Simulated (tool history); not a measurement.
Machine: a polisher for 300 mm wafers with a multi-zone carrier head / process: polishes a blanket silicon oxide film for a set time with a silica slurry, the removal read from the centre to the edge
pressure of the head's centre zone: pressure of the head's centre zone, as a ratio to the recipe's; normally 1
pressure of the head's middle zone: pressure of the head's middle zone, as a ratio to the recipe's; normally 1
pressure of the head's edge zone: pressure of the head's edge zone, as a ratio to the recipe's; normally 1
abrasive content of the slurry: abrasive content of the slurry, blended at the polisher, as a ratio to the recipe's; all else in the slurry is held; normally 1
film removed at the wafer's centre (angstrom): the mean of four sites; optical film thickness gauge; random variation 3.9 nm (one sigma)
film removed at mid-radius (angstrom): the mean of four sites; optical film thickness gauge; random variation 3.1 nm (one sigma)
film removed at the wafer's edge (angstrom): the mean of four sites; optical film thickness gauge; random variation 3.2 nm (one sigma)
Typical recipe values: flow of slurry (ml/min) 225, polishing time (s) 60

run	hour	flow of slurry (ml/min)	pressure of the head's centre zone	pressure of the head's middle zone	pressure of the head's edge zone	abrasive content of the slurry	polishing time (s)	incoming thickness of the incoming film, nm	film removed at the wafer's centre (angstrom)	film removed at mid-radius (angstrom)	film removed at the wafer's edge (angstrom)
1	0	225	1	1	1	1	60	1350.5	3154	2911	2936
2	48	225	1	1	1	1	60	1339.2	3139	2823	2929
3	96.6	225	1	1	1	1	60	1350.6	3235	2884	2839
# hour 133.3: worn pad replaced by a new one
4	133.8	225	1	1	1	1	60	1316.6	3170	2871	2880
# hour 163.7: slurry nozzle cleaned
5	178.8	225	1	1	1	1	60	1322.6	3266	2906	2920
6	220.5	255	1	1	1	1	60	1334.6	3344	2878	2925
# hour 241.2: carrier head's membrane replaced by a new one
7	271.1	225	1	1	1	1	60	1357.6	3184	2942	2956
# hour 295.6: edge zone pressure recalibrated
8	307.9	225	1	1	1	1	60	1312.7	3186	2863	2918
# hour 354: worn pad replaced by a new one
9	362.6	225	0.92	1	1	1	60	1343.7	2929	2858	2964
10	402.1	225	1	1	1.07	1	60	1355.7	3191	2877	3005
11	433.2	285	1.05	1	1	1	42	1336.4	2437	2052	2060
12	489.5	300	1	1	0.9	1	72	1346.8	4020	3607	3372
# hour 524.8: worn pad replaced by a new one
13	542.9	225	1.05	1.05	1	0.85	71	1329.1	3683	3312	3232
# hour 547.7: centre zone pressure recalibrated
14	586.3	285	1.05	1	1	1	42	1343	2219	2086	2064
# hour 726.4: edge zone pressure recalibrated
# hour 737.2: carrier head's membrane replaced by a new one
# hour 741.1: worn pad replaced by a new one
15	741.6	225	1	1	1	1	60	1339.5	3097	2874	2929
# hour 782.3: slurry nozzle cleaned
16	809.5	225	1	1	1	1	45	1335.1	2389	2184	2152
17	867.9	225	1	1	0.92	1	65	1366.3	3375	3117	3000
18	938.9	195	1.1	1.05	0.91	1	60	1338.2	3416	2935	2792
# hour 954: worn pad replaced by a new one
19	993.4	225	1	1.1	1	1	60	1320	3204	3134	2902

5 ways to go on from here, each from the tool as it stands after run 19. What would each give?
A	993.8	225	0.88	1	1	1	60	1335.4	?	?	?
B	993.8	300	1.11	1.12	0.9	1	60	1335.4	?	?	?
C	993.8	170	1.11	1	1	1	60	1335.4	?	?	?
D	993.8	150	1	1	0.96	1	60	1335.4	?	?	?
E	993.8	270	1	1	1	1.1	60	1335.4	?	?	?

run	film removed at the wafer's centre (angstrom)	film removed at mid-radius (angstrom)	film removed at the wafer's edge (angstrom)
A	2855	2875	2890
B	3629	3246	2800
C	3411	2790	2829
D	3053	2753	2746
E	3401	3044	3049
Without the tool's hidden state the same runs would have given:
run	film removed at the wafer's centre (angstrom)	film removed at mid-radius (angstrom)	film removed at the wafer's edge (angstrom)
A	2624	2876	2890
B	3340	3248	2800
C	3139	2791	2829
D	2808	2754	2746
E	3128	3045	3049
